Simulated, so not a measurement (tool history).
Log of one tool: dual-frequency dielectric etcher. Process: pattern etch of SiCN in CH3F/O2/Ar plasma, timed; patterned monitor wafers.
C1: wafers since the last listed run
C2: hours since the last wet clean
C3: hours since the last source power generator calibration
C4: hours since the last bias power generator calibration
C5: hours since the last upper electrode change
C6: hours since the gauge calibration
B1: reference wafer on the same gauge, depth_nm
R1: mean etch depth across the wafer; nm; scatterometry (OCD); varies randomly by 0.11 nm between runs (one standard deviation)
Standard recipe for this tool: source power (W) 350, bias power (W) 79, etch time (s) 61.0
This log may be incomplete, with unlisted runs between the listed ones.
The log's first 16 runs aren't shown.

Run 17, hour 419.9: usual settings but bias power (W) 60, etch time (s) 79.0; C1 473; C2 313.7; C3 308.7; C4 201.0; C5 106.7; C6 271.7; B1 18.50. Result: R1 25.13 nm.
Run 18, hour 454.7: usual settings but bias power (W) 91; C1 590; C2 348.5; C3 343.5; C4 235.8; C5 141.5; C6 306.5; B1 18.50. Result: R1 22.65 nm.
Run 19, hour 488.5: usual settings but source power (W) 270; C1 573; C2 382.3; C3 377.3; C4 269.6; C5 175.3; C6 340.3; B1 18.50. Result: R1 18.64 nm.
Run 20, hour 509.9: usual settings; C1 362; C2 403.7; C3 398.7; C4 291.0; C5 196.7; C6 361.7; B1 18.52. Result: R1 21.50 nm.
Run 21, hour 524.7: usual settings; C1 251; C2 418.5; C3 413.5; C4 305.8; C5 211.5; C6 376.5; B1 18.50. Result: R1 21.39 nm.
Run 22, hour 548.7: usual settings; C1 407; C2 442.5; C3 437.5; C4 329.8; C5 235.5; C6 400.5; B1 18.46. Result: R1 21.41 nm.
Run 23, hour 584.2: usual settings but bias power (W) 99, etch time (s) 75.5; C1 602; C2 478.0; C3 473.0; C4 365.3; C5 271.0; C6 436.0; B1 18.50. Result: R1 28.85 nm.
Run 24, hour 602.9: usual settings but source power (W) 300; C1 317; C2 496.7; C3 491.7; C4 384.0; C5 289.7; C6 454.7; B1 18.49. Result: R1 19.54 nm.
Run 25, hour 631.7: usual settings but source power (W) 320; C1 488; C2 525.5; C3 520.5; C4 412.8; C5 318.5; C6 483.5; B1 18.49. Result: R1 20.27 nm.
Run 26, hour 732.9: usual settings but source power (W) 400, bias power (W) 63, etch time (s) 67.5; C1 1716; C2 626.7; C3 621.7; C4 514.0; C5 419.7; C6 584.7; B1 18.49. Result: R1 22.71 nm.
At hour 774.4: wet clean of the chamber.
Run 27, hour 774.9: usual settings but bias power (W) 69, etch time (s) 53.0; C1 305; C2 0.5; C3 663.7; C4 556.0; C5 461.7; C6 626.7; B1 18.50. Result: R1 18.16 nm.
Run 28, hour 784.3: usual settings but source power (W) 380, bias power (W) 87, etch time (s) 43.0; C1 159; C2 9.9; C3 673.1; C4 565.4; C5 471.1; C6 636.1; B1 18.47. Result: R1 16.85 nm.
Run 29, hour 810.0: usual settings but bias power (W) 72; C1 435; C2 35.6; C3 698.8; C4 591.1; C5 496.8; C6 661.8; B1 18.51. Result: R1 21.07 nm.
Run 30, hour 834.1: usual settings but bias power (W) 97, etch time (s) 70.0; C1 408; C2 59.7; C3 722.9; C4 615.2; C5 520.9; C6 685.9; B1 18.49. Result: R1 26.97 nm.

Here are 4 independent what-if runs from the current tool condition. What would each one return?
Run A, hour 834.5: usual settings but etch time (s) 67.5; C1 6; C2 60.1; C3 723.3; C4 615.6; C5 521.3; C6 686.3; B1 ?. Result: R1 ?.
Run B, hour 834.5: usual settings but source power (W) 380, bias power (W) 98, etch time (s) 74.0; C1 6; C2 60.1; C3 723.3; C4 615.6; C5 521.3; C6 686.3; B1 ?. Result: R1 ?.
Run C, hour 834.5: usual settings but source power (W) 400, bias power (W) 95, etch time (s) 47.0; C1 6; C2 60.1; C3 723.3; C4 615.6; C5 521.3; C6 686.3; B1 ?. Result: R1 ?.
Run D, hour 834.5: usual settings but source power (W) 380; C1 6; C2 60.1; C3 723.3; C4 615.6; C5 521.3; C6 686.3; B1 ?. Result: R1 ?.

run     B1     R1
  A  18.51  24.12
  B  18.51  30.03
  C  18.51  19.31
  D  18.51  22.72
The same runs, with their run-to-run variation unchanged, on a tool lacking any hidden condition would have given:
run     R1
  A  24.13
  B  30.04
  C  19.32
  D  22.73
